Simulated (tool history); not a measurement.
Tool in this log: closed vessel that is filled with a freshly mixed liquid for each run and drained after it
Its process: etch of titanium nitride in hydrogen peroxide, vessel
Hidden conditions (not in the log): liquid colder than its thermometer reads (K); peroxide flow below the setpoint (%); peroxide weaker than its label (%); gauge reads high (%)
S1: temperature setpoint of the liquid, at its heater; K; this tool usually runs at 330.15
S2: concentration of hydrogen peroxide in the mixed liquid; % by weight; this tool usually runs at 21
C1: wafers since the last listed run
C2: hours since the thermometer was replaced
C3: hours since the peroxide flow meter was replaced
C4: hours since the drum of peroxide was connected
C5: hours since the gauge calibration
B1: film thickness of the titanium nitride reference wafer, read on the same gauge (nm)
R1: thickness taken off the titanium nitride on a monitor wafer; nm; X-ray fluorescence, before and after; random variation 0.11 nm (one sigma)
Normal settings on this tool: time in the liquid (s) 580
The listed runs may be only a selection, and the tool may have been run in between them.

run 1 hour=0 | S1=330.15 S2=21 time_in_the_liquid_(s)=780 | C1=0 C2=1672.4 C3=229.8 C4=850.7 C5=491.4 | B1=30.33 | R1=33.36
run 2 hour=24.3 | S1=330.15 S2=21 time_in_the_liquid_(s)=580 | C1=1303 C2=1696.7 C3=254.1 C4=875 C5=515.7 | B1=30.39 | R1=25.09
run 3 hour=96.2 | S1=330.15 S2=21 time_in_the_liquid_(s)=580 | C1=3855 C2=1768.6 C3=326 C4=946.9 C5=587.6 | B1=30.41 | R1=24.87
run 4 hour=127.8 | S1=330.15 S2=21 time_in_the_liquid_(s)=580 | C1=1694 C2=1800.2 C3=357.6 C4=978.5 C5=619.2 | B1=30.42 | R1=24.95
run 5 hour=188.9 | S1=330.15 S2=21 time_in_the_liquid_(s)=580 | C1=3276 C2=1861.3 C3=418.7 C4=1039.6 C5=680.3 | B1=30.48 | R1=24.8
run 6 hour=245.7 | S1=330.15 S2=21 time_in_the_liquid_(s)=580 | C1=3046 C2=1918.1 C3=475.5 C4=1096.4 C5=737.1 | B1=30.52 | R1=25.1
run 7 hour=312.9 | S1=330.15 S2=21 time_in_the_liquid_(s)=580 | C1=3603 C2=1985.3 C3=542.7 C4=1163.6 C5=804.3 | B1=30.6 | R1=25.07
run 8 hour=340.9 | S1=330.15 S2=21 time_in_the_liquid_(s)=580 | C1=1501 C2=2013.3 C3=570.7 C4=1191.6 C5=832.3 | B1=30.61 | R1=25.27
-- hour=359.2 thermometer replaced
run 9 hour=405.9 | S1=330.15 S2=21 time_in_the_liquid_(s)=820 | C1=3432 C2=46.7 C3=635.7 C4=1256.6 C5=897.3 | B1=30.66 | R1=35.48
run 10 hour=451.1 | S1=330.15 S2=21 time_in_the_liquid_(s)=820 | C1=2423 C2=91.9 C3=680.9 C4=1301.8 C5=942.5 | B1=30.71 | R1=35.37
run 11 hour=504.1 | S1=327.15 S2=25.5 time_in_the_liquid_(s)=580 | C1=2842 C2=144.9 C3=733.9 C4=1354.8 C5=995.5 | B1=30.77 | R1=21.26
run 12 hour=541.9 | S1=330.15 S2=21 time_in_the_liquid_(s)=580 | C1=2027 C2=182.7 C3=771.7 C4=1392.6 C5=1033.3 | B1=30.8 | R1=25.32
run 13 hour=591.5 | S1=330.15 S2=21 time_in_the_liquid_(s)=720 | C1=2659 C2=232.3 C3=821.3 C4=1442.2 C5=1082.9 | B1=30.87 | R1=31.41
-- hour=648.7 new drum of peroxide connected
run 14 hour=650.5 | S1=330.15 S2=21 time_in_the_liquid_(s)=580 | C1=3110 C2=291.3 C3=880.3 C4=1.8 C5=1141.9 | B1=30.92 | R1=25.23
run 15 hour=677 | S1=338.65 S2=17.5 time_in_the_liquid_(s)=580 | C1=1421 C2=317.8 C3=906.8 C4=28.3 C5=1168.4 | B1=30.96 | R1=43.4
run 16 hour=733.4 | S1=330.15 S2=21 time_in_the_liquid_(s)=350 | C1=3024 C2=374.2 C3=963.2 C4=84.7 C5=1224.8 | B1=31.05 | R1=15.51
run 17 hour=785 | S1=330.15 S2=21 time_in_the_liquid_(s)=350 | C1=2767 C2=425.8 C3=1014.8 C4=136.3 C5=1276.4 | B1=31.13 | R1=15.2
run 18 hour=817.1 | S1=330.15 S2=24.5 time_in_the_liquid_(s)=830 | C1=1721 C2=457.9 C3=1046.9 C4=168.4 C5=1308.5 | B1=31.16 | R1=37.79
run 19 hour=856.7 | S1=330.15 S2=21 time_in_the_liquid_(s)=670 | C1=2123 C2=497.5 C3=1086.5 C4=208 C5=1348.1 | B1=31.21 | R1=29.4
-- hour=885.5 gauge calibrated
run 20 hour=924.7 | S1=325.15 S2=21 time_in_the_liquid_(s)=890 | C1=3646 C2=565.5 C3=1154.5 C4=276 C5=39.2 | B1=30.03 | R1=26.49
-- hour=962.9 peroxide flow meter replaced
run 21 hour=977.2 | S1=330.15 S2=21 time_in_the_liquid_(s)=580 | C1=2761 C2=618 C3=14.3 C4=328.5 C5=91.7 | B1=30.01 | R1=24.68
run 22 hour=1024.2 | S1=330.15 S2=21 time_in_the_liquid_(s)=425 | C1=2520 C2=665 C3=61.3 C4=375.5 C5=138.7 | B1=30.01 | R1=17.86
run 23 hour=1052.4 | S1=324.15 S2=26.5 time_in_the_liquid_(s)=335 | C1=1512 C2=693.2 C3=89.5 C4=403.7 C5=166.9 | B1=29.99 | R1=9.76
run 24 hour=1082.6 | S1=330.15 S2=21 time_in_the_liquid_(s)=745 | C1=1619 C2=723.4 C3=119.7 C4=433.9 C5=197.1 | B1=30.03 | R1=31.65
run 25 hour=1134.5 | S1=323.15 S2=16.5 time_in_the_liquid_(s)=420 | C1=2783 C2=775.3 C3=171.6 C4=485.8 C5=249 | B1=30.02 | R1=10.3
run 26 hour=1198 | S1=336.65 S2=15.5 time_in_the_liquid_(s)=290 | C1=3405 C2=838.8 C3=235.1 C4=549.3 C5=312.5 | B1=30.07 | R1=17.85
run 27 hour=1247.2 | S1=324.15 S2=25 time_in_the_liquid_(s)=405 | C1=2638 C2=888 C3=284.3 C4=598.5 C5=361.7 | B1=30.08 | R1=11.63
run 28 hour=1272.4 | S1=330.15 S2=24.5 time_in_the_liquid_(s)=580 | C1=1351 C2=913.2 C3=309.5 C4=623.7 C5=386.9 | B1=30.08 | R1=25.56

Consider 5 possible next runs. They are alternatives, not a sequence: every one starts from the tool as it was left by run 28. What does each give?
run A hour=1273.2 | S1=330.15 S2=21 time_in_the_liquid_(s)=580 | C1=42 C2=914 C3=310.3 C4=624.5 C5=387.7 | B1=? | R1=?
run B hour=1273.2 | S1=330.15 S2=23.5 time_in_the_liquid_(s)=580 | C1=42 C2=914 C3=310.3 C4=624.5 C5=387.7 | B1=? | R1=?
run C hour=1273.2 | S1=337.65 S2=21 time_in_the_liquid_(s)=470 | C1=42 C2=914 C3=310.3 C4=624.5 C5=387.7 | B1=? | R1=?
run D hour=1273.2 | S1=330.15 S2=19 time_in_the_liquid_(s)=580 | C1=42 C2=914 C3=310.3 C4=624.5 C5=387.7 | B1=? | R1=?
run E hour=1273.2 | S1=325.15 S2=21 time_in_the_liquid_(s)=300 | C1=42 C2=914 C3=310.3 C4=624.5 C5=387.7 | B1=? | R1=?

run=A B1=30.09 R1=24.5
run=B B1=30.09 R1=25.1
run=C B1=30.09 R1=32.98
run=D B1=30.09 R1=23.98
run=E B1=30.09 R1=8.92
With the hidden condition removed and each run's random variation left untouched, the same runs would have given:
run=A R1=24.43
run=B R1=25.03
run=C R1=32.89
run=D R1=23.92
run=E R1=8.89
